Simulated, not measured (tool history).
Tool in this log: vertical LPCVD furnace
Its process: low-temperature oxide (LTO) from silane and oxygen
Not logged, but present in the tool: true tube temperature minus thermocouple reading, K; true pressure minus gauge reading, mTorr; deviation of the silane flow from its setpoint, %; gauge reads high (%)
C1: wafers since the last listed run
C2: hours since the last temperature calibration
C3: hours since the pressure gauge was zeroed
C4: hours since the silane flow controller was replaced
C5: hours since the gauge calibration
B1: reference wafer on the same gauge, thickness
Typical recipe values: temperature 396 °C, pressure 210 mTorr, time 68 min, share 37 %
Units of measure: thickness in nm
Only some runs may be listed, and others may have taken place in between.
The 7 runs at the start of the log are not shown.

run 8 day=8.646 | temperature=396 pressure=210 time=68 share=42 | C1=1475 C2=3465.7 C3=2819.1 C4=3321.9 C5=1228.8 | B1=457.29 | thickness=576.3
run 9 day=9.4 | temperature=396 pressure=210 time=68 share=37 | C1=261 C2=3483.8 C3=2837.2 C4=3340 C5=1246.9 | B1=456.72 | thickness=496.53
run 10 day=10.012 | temperature=396 pressure=210 time=68 share=37 | C1=212 C2=3498.5 C3=2851.9 C4=3354.7 C5=1261.6 | B1=457.31 | thickness=491.71
run 11 day=11.438 | temperature=406 pressure=235 time=51.5 share=37 | C1=494 C2=3532.7 C3=2886.1 C4=3388.9 C5=1295.8 | B1=456.94 | thickness=467.39
run 12 day=12.596 | temperature=396 pressure=210 time=53 share=37 | C1=402 C2=3560.5 C3=2913.9 C4=3416.7 C5=1323.6 | B1=455.89 | thickness=385.2
-- day=14.083 thermocouples replaced and temperature profile calibrated
-- day=15.733 pressure gauge zeroed
-- day=15.85 silane flow controller replaced
run 13 day=16.821 | temperature=407 pressure=210 time=87.5 share=37 | C1=732 C2=65.7 C3=26.1 C4=23.3 C5=1425 | B1=457.05 | thickness=690.41
run 14 day=18.042 | temperature=404 pressure=210 time=68 share=37 | C1=423 C2=95 C3=55.4 C4=52.6 C5=1454.3 | B1=456.42 | thickness=517.59
run 15 day=19.321 | temperature=396 pressure=210 time=68 share=37 | C1=444 C2=125.7 C3=86.1 C4=83.3 C5=1485 | B1=457.46 | thickness=478.15
run 16 day=20.342 | temperature=396 pressure=210 time=68 share=39 | C1=354 C2=150.2 C3=110.6 C4=107.8 C5=1509.5 | B1=457.1 | thickness=507.44
run 17 day=21.225 | temperature=391 pressure=210 time=68 share=37 | C1=306 C2=171.4 C3=131.8 C4=129 C5=1530.7 | B1=457.26 | thickness=446.7
-- day=21.617 gauge calibrated
run 18 day=23.004 | temperature=396 pressure=210 time=68 share=42 | C1=617 C2=214.1 C3=174.5 C4=171.7 C5=33.3 | B1=457.41 | thickness=553.34
run 19 day=24.25 | temperature=396 pressure=255 time=47 share=37 | C1=432 C2=244 C3=204.4 C4=201.6 C5=63.2 | B1=457.7 | thickness=401.97
run 20 day=28.446 | temperature=396 pressure=210 time=68 share=37 | C1=1457 C2=344.7 C3=305.1 C4=302.3 C5=163.9 | B1=456.85 | thickness=472.61
run 21 day=29.208 | temperature=396 pressure=185 time=79 share=32 | C1=264 C2=363 C3=323.4 C4=320.6 C5=182.2 | B1=456.82 | thickness=400.14
run 22 day=30.025 | temperature=396 pressure=210 time=68 share=37 | C1=283 C2=382.6 C3=343 C4=340.2 C5=201.8 | B1=457.03 | thickness=475.21
run 23 day=31.062 | temperature=388 pressure=210 time=68 share=40 | C1=360 C2=407.5 C3=367.9 C4=365.1 C5=226.7 | B1=456.8 | thickness=481.09
run 24 day=32.05 | temperature=396 pressure=210 time=68 share=37 | C1=342 C2=431.2 C3=391.6 C4=388.8 C5=250.4 | B1=457.49 | thickness=477.97
run 25 day=32.867 | temperature=396 pressure=210 time=68 share=37 | C1=283 C2=450.8 C3=411.2 C4=408.4 C5=270 | B1=456.67 | thickness=475.32
run 26 day=33.567 | temperature=390 pressure=165 time=53.5 share=42 | C1=243 C2=467.6 C3=428 C4=425.2 C5=286.8 | B1=457.39 | thickness=321.26
run 27 day=34.979 | temperature=393 pressure=180 time=68 share=43 | C1=490 C2=501.5 C3=461.9 C4=459.1 C5=320.7 | B1=456.09 | thickness=472.91
run 28 day=35.888 | temperature=396 pressure=210 time=86 share=42 | C1=315 C2=523.3 C3=483.7 C4=480.9 C5=342.5 | B1=457.02 | thickness=699.62
run 29 day=36.608 | temperature=388 pressure=175 time=68 share=34 | C1=250 C2=540.6 C3=501 C4=498.2 C5=359.8 | B1=457.43 | thickness=321.93
run 30 day=37.442 | temperature=387 pressure=210 time=68 share=37 | C1=289 C2=560.6 C3=521 C4=518.2 C5=379.8 | B1=456.44 | thickness=430.42

Here are 5 independent what-if runs from the current tool condition. What would each one return?
run A day=37.608 | temperature=396 pressure=230 time=68 share=37 | C1=57 C2=564.6 C3=525 C4=522.2 C5=383.8 | B1=? | thickness=?
run B day=37.608 | temperature=391 pressure=195 time=79 share=44 | C1=57 C2=564.6 C3=525 C4=522.2 C5=383.8 | B1=? | thickness=?
run C day=37.608 | temperature=401 pressure=195 time=58.5 share=37 | C1=57 C2=564.6 C3=525 C4=522.2 C5=383.8 | B1=? | thickness=?
run D day=37.608 | temperature=396 pressure=185 time=68 share=42 | C1=57 C2=564.6 C3=525 C4=522.2 C5=383.8 | B1=? | thickness=?
run E day=37.608 | temperature=386 pressure=180 time=43 share=44 | C1=57 C2=564.6 C3=525 C4=522.2 C5=383.8 | B1=? | thickness=?

run=A B1=457.69 thickness=522.7
run=B B1=457.69 thickness=598.65
run=C B1=457.69 thickness=403.39
run=D B1=457.69 thickness=490.46
run=E B1=457.69 thickness=284.5
With the hidden condition removed and each run's random variation left untouched, the same runs would have given:
run=A thickness=514.26
run=B thickness=589.31
run=C thickness=397
run=D thickness=482.84
run=E thickness=279.97
